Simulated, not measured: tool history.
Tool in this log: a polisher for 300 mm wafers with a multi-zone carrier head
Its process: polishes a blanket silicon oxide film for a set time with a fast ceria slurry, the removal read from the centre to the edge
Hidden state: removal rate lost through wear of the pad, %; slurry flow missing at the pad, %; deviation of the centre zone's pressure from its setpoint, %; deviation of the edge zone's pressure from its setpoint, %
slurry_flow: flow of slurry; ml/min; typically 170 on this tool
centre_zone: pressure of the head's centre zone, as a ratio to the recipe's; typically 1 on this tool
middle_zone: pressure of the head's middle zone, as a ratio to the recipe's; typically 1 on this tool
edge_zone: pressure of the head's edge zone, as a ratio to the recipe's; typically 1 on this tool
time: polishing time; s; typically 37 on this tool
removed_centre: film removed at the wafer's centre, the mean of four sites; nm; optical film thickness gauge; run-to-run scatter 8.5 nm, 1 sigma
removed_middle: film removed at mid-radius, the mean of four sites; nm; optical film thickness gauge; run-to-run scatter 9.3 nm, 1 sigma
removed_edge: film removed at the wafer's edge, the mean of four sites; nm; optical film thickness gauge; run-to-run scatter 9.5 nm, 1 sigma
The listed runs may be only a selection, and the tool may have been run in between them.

run	day	slurry_flow	centre_zone	middle_zone	edge_zone	time	wafers since the last listed run	wafers polished on this pad	hours since the slurry nozzle was cleaned	hours since the centre zone pressure was calibrated	hours since the edge zone pressure was calibrated	hours since the carrier head's membrane was replaced	incoming thickness of the incoming film, nm	removed_centre	removed_middle	removed_edge
1	0	170	1	1	1	42	0	1077	51.8	403	1358.2	555	1571.8	679.4	686.5	672
2	0.312	170	1	1.1	1	28	87	1164	59.3	410.5	1365.7	562.5	1594.1	456	496.1	455.1
# day 0.521: worn pad replaced by a new one
3	0.812	170	1	1	1	37	92	80	71.3	422.5	1377.7	574.5	1553.2	656.8	675.6	661.9
# day 1.1: edge zone pressure recalibrated
4	1.346	170	1.04	1	1	37	125	206	84.1	435.3	5.9	587.3	1581.6	662	640.8	643.5
5	1.625	140	0.95	1.11	1	42	77	284	90.8	442	12.6	594	1565.7	680.7	762.8	700.6
6	2.121	225	1	1	0.93	46	138	422	102.7	453.9	24.5	605.9	1595.4	800	793.4	765.6
7	2.412	170	0.92	1	1	31	81	503	109.7	460.9	31.5	612.9	1575.2	483.9	518.2	505
8	2.7	170	1	1	1	42	80	583	116.6	467.8	38.4	619.8	1541.4	697.3	700.4	675.2
# day 3.475: carrier head's membrane replaced by a new one
9	3.496	170	1	1	1	37	163	747	135.7	486.9	57.5	0.5	1566.1	610.2	614.2	603.3
10	3.679	170	1	0.97	1.03	27	51	798	140.1	491.3	61.9	4.9	1570.9	448.5	435.4	439.4
# day 4.129: centre zone pressure recalibrated
11	4.15	170	1	1.11	1	37	108	906	151.4	0.5	73.2	16.2	1573.4	585.2	653	596.7
12	4.417	170	1	1	1	37	74	981	157.8	6.9	79.6	22.6	1578.8	607.9	602.5	592.4
13	4.667	170	1	1.07	0.9	37	69	1050	163.8	12.9	85.6	28.6	1574.9	592.2	646	554.9
# day 4.975: worn pad replaced by a new one
14	6.483	170	1	1	1	29	460	420	207.4	56.5	129.2	72.2	1580.1	471.5	490	481.7
15	7.075	150	1	1	1	27	164	585	221.6	70.7	143.4	86.4	1552.1	439.6	441	434
16	7.692	170	1	0.89	1	37	171	757	236.4	85.5	158.2	101.2	1569	606.7	560.7	619.3
17	8.038	170	1	1	1	37	96	853	244.7	93.8	166.5	109.5	1566	605.6	612.2	588.6
18	8.288	145	0.92	1	1	37	69	923	250.7	99.8	172.5	115.5	1570.8	528.1	594.9	596.4
19	8.838	170	1	1	1.06	25	153	1077	263.9	113	185.7	128.7	1538.4	407.3	405.8	415.2
20	9.15	220	0.92	0.89	0.96	37	87	1164	271.4	120.5	193.2	136.2	1556.1	566	540.8	579.3
21	9.446	170	1	1	1	37	82	1246	278.5	127.6	200.3	143.3	1576.2	607.9	604	598.3
# day 9.646: worn pad replaced by a new one
22	9.979	170	1	1.08	1	37	102	92	291.3	140.4	213.1	156.1	1588.8	656.1	723.3	642.7
23	10.329	170	1	1.05	1	42	97	190	299.7	148.8	221.5	164.5	1583.9	739	752.3	731.9

Take each entry between the runs: how does the hidden state at the last listed run before it differ from the hidden state at the first listed run after it?
Logged between run 2 and run 3: worn pad replaced by a new one (day 0.521)
  removal rate lost through wear of the pad, %: 11.4 -> 2.23
  measured value less the no-hidden-state value, removed_centre: -58.9 -> -15 nm; removed_middle: -64.1 -> -15.4 nm; removed_edge: -58.8 -> -15.1 nm
Logged between run 3 and run 4: edge zone pressure recalibrated (day 1.1)
  removal rate lost through wear of the pad, %: 2.23 -> 5.24
  measured value less the no-hidden-state value, removed_centre: -15 -> -36.6 nm; removed_middle: -15.4 -> -35.5 nm; removed_edge: -15.1 -> -35.6 nm
Logged between run 8 and run 9: carrier head's membrane replaced by a new one (day 3.475)
  removal rate lost through wear of the pad, %: 9.35 -> 10.5
  measured value less the no-hidden-state value, removed_centre: -71.9 -> -71.3 nm; removed_middle: -72.3 -> -71.9 nm; removed_edge: -69.6 -> -70.6 nm
Logged between run 10 and run 11: centre zone pressure recalibrated (day 4.129)
  removal rate lost through wear of the pad, %: 10.7 -> 11
  measured value less the no-hidden-state value, removed_centre: -53.5 -> -72.5 nm; removed_middle: -52 -> -80.9 nm; removed_edge: -52.4 -> -74 nm
Logged between run 13 and run 14: worn pad replaced by a new one (day 4.975)
  removal rate lost through wear of the pad, %: 11.3 -> 8.16
  measured value less the no-hidden-state value, removed_centre: -75.6 -> -41.9 nm; removed_middle: -82.5 -> -43.5 nm; removed_edge: -70.8 -> -42.8 nm
Logged between run 21 and run 22: worn pad replaced by a new one (day 9.646)
  removal rate lost through wear of the pad, %: 11.8 -> 3
  measured value less the no-hidden-state value, removed_centre: -81.4 -> -20.2 nm; removed_middle: -80.9 -> -22.4 nm; removed_edge: -80.2 -> -19.8 nm
